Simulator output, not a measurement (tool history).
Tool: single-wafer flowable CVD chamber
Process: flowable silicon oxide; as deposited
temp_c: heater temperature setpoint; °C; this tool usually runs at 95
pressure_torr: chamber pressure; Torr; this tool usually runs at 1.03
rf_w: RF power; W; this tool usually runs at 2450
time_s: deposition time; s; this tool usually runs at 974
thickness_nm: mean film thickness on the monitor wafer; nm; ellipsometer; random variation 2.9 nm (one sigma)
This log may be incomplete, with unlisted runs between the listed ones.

run	hour	temp_c	pressure_torr	rf_w	time_s	wafers since the last listed run	hours since the last thermocouple change	hours since the last RF generator calibration	hours since the last manometer calibration	hours since the showerhead was replaced	hours since the gauge calibration	read-back reference wafer on the same gauge, thickness_nm	thickness_nm
1	0.0	95	1.03	2060	974	0	1885.9	1090.1	2118.3	3346.4	152.1	1210.299	1092.262
2	17.8	95	0.90	2450	974	28	1903.7	1107.9	2136.1	3364.2	169.9	1210.221	984.942
3	31.6	95	1.03	2450	1068	22	1917.5	1121.7	2149.9	3378.0	183.7	1210.379	1241.378
4	38.6	95	1.03	2450	1068	11	1924.5	1128.7	2156.9	3385.0	190.7	1210.141	1243.197
5	51.9	95	1.03	2450	974	21	1937.8	1142.0	2170.2	3398.3	204.0	1209.837	1125.879
6	59.5	95	1.03	2120	974	12	1945.4	1149.6	2177.8	3405.9	211.6	1210.815	1102.186
# hour 63.5: gauge calibrated
7	68.5	95	1.03	2120	974	14	1954.4	1158.6	2186.8	3414.9	5.0	1209.932	1109.727
8	76.6	95	1.03	2450	974	13	1962.5	1166.7	2194.9	3423.0	13.1	1210.201	1131.554
9	92.9	95	1.03	2450	974	26	1978.8	1183.0	2211.2	3439.3	29.4	1210.599	1133.790
10	102.2	95	0.86	2450	974	15	1988.1	1192.3	2220.5	3448.6	38.7	1209.812	937.732
11	111.7	95	1.10	2450	974	15	1997.6	1201.8	2230.0	3458.1	48.2	1209.676	1213.262
12	123.1	95	1.03	2450	974	18	2009.0	1213.2	2241.4	3469.5	59.6	1209.351	1135.518
13	129.2	95	1.03	2450	974	9	2015.1	1219.3	2247.5	3475.6	65.7	1209.598	1134.811
14	143.6	95	1.03	2450	974	23	2029.5	1233.7	2261.9	3490.0	80.1	1210.204	1137.803
# hour 159.1: thermocouple changed; heater temperature recalibrated
15	160.2	95	1.03	2450	974	13	1.1	1250.3	2278.5	3506.6	96.7	1211.035	932.676

Forecast run 16:
16	166.7	90	0.80	2270	974	10	7.6	1256.8	2285.0	3513.1	103.2	?	?

Run 16 gave read-back reference wafer on the same gauge, thickness_nm 1209.927, thickness_nm 837.229 nm.
Were there no unlogged condition in the tool, this run, its random variation unchanged, would have produced thickness_nm 920.685 nm.
